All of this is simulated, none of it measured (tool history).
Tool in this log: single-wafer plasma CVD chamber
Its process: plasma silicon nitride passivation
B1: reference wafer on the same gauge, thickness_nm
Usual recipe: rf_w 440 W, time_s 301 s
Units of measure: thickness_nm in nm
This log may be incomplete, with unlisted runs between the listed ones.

run 1 hour=0 | rf_w=440 time_s=301 | B1=381.278 | thickness_nm=456.29
run 2 hour=64.3 | rf_w=440 time_s=301 | B1=381.65 | thickness_nm=459.452
run 3 hour=168.4 | rf_w=440 time_s=301 | B1=380.498 | thickness_nm=456.151
run 4 hour=262 | rf_w=440 time_s=273 | B1=380.954 | thickness_nm=412.537
run 5 hour=363.6 | rf_w=440 time_s=273 | B1=380.854 | thickness_nm=411.238
run 6 hour=428.9 | rf_w=440 time_s=273 | B1=380.99 | thickness_nm=410.599
run 7 hour=480.2 | rf_w=485 time_s=301 | B1=381.034 | thickness_nm=463.383
run 8 hour=528.6 | rf_w=485 time_s=301 | B1=380.921 | thickness_nm=464.921
run 9 hour=624.1 | rf_w=485 time_s=301 | B1=380.728 | thickness_nm=461.563
run 10 hour=671.5 | rf_w=440 time_s=253 | B1=380.703 | thickness_nm=379.151
-- hour=695.2 RF generator calibrated
run 11 hour=734.2 | rf_w=510 time_s=284 | B1=380.591 | thickness_nm=450.2
run 12 hour=833.4 | rf_w=515 time_s=334 | B1=380.936 | thickness_nm=530.945
run 13 hour=936.9 | rf_w=470 time_s=245 | B1=381.005 | thickness_nm=381.03
run 14 hour=1013 | rf_w=385 time_s=320 | B1=380.884 | thickness_nm=477.998
-- hour=1066.7 gauge calibrated
run 15 hour=1106 | rf_w=440 time_s=301 | B1=381.072 | thickness_nm=461.541
run 16 hour=1176.3 | rf_w=410 time_s=301 | B1=380.913 | thickness_nm=457.859
-- hour=1243.1 showerhead replaced
run 17 hour=1261.2 | rf_w=440 time_s=301 | B1=381.298 | thickness_nm=461.86
run 18 hour=1424.3 | rf_w=520 time_s=334 | B1=381.217 | thickness_nm=532.584
run 19 hour=1470.9 | rf_w=375 time_s=244 | B1=381.278 | thickness_nm=362.038
run 20 hour=1561.1 | rf_w=520 time_s=283 | B1=381.169 | thickness_nm=452.425
run 21 hour=1655.5 | rf_w=440 time_s=301 | B1=381.279 | thickness_nm=461.181

Alternative continuations, all from the tool just after run 21; predict every row:
run A hour=1656 | rf_w=440 time_s=334 | B1=? | thickness_nm=?
run B hour=1656 | rf_w=400 time_s=272 | B1=? | thickness_nm=?
run C hour=1656 | rf_w=520 time_s=256 | B1=? | thickness_nm=?

run=A B1=381.445 thickness_nm=513.901
run=B B1=381.445 thickness_nm=409.485
run=C B1=381.445 thickness_nm=409.693
What these runs would have given with no unlogged condition in the tool:
run=A thickness_nm=517.076
run=B thickness_nm=412.015
run=C thickness_nm=412.225
